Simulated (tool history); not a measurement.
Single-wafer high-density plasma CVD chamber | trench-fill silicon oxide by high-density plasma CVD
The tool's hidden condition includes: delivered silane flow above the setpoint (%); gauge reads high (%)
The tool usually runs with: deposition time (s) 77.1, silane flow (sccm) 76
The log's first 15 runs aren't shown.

run	hour	deposition time (s)	silane flow (sccm)	wafers since the last listed run	hours since the silane flow controller was replaced	hours since the gauge calibration	read-back reference wafer on the same gauge, thickness_nm	mean film thickness on the monitor wafer (Å)
16	1448.5	77.1	76	1066	727.6	2604.3	618.212	5754.11
17	1503.2	73.3	76	832	782.3	2659	617.335	5424.08
# hour 1576.2: gauge calibrated
18	1581	73.3	76	1183	860.1	4.8	617.257	5429.6
19	1642	68.1	67	928	921.1	65.8	618.723	4411.47
20	1698.4	77.1	76	858	977.5	122.2	618.316	5722.83
21	1738.8	69.7	65	614	1017.9	162.6	618.551	4414.23
22	1830.6	92.1	82	1396	1109.7	254.4	618.87	7275.5
23	1926.8	91.4	76	1463	1205.9	350.6	617.987	6684.14
24	1966.1	90.2	85	597	1245.2	389.9	618.196	7307.9
25	2006.9	77.1	76	620	1286	430.7	617.445	5624.96
26	2058.2	77.1	76	780	1337.3	482	617.96	5615.17
27	2149	90.7	80	1381	1428.1	572.8	618.61	6868.16
# hour 2222.1: silane flow controller replaced
28	2249.5	77.1	72	1407	27.4	673.3	618.182	5614.3
29	2330.5	77.1	76	1232	108.4	754.3	619.299	5901.43
30	2595.8	77.1	76	4036	373.7	1019.6	616.921	5849.3
31	2667.1	77.1	68	1084	445	1090.9	617.163	5300.93
32	2703.2	89.8	62	549	481.1	1127	617.77	5592.95
33	2770.3	77.1	76	1020	548.2	1194.1	617.769	5849.1
34	2872.9	77.1	91	1560	650.8	1296.7	617.686	6897.65
35	2962	83.8	90	1355	739.9	1385.8	617.032	7409.46
36	3020.9	68.3	84	896	798.8	1444.7	617.565	5617.82
37	3117.7	67.2	90	1472	895.6	1541.5	618.407	5925.95

4 ways to go on from here, each from the tool as it stands after run 37. What would each give?
A	3118.1	85.8	76	6	896	1541.9	?	?
B	3118.1	83.1	61	6	896	1541.9	?	?
C	3118.1	77.1	64	6	896	1541.9	?	?
D	3118.1	72.5	85	6	896	1541.9	?	?

run	read-back reference wafer on the same gauge, thickness_nm	mean film thickness on the monitor wafer (Å)
A	617.98	6422.95
B	617.98	5049.18
C	617.98	4902.03
D	617.98	6040.64
Without the tool's unlogged condition, the same runs would have read:
run	mean film thickness on the monitor wafer (Å)
A	6641.72
B	5221.15
C	5068.99
D	6246.38

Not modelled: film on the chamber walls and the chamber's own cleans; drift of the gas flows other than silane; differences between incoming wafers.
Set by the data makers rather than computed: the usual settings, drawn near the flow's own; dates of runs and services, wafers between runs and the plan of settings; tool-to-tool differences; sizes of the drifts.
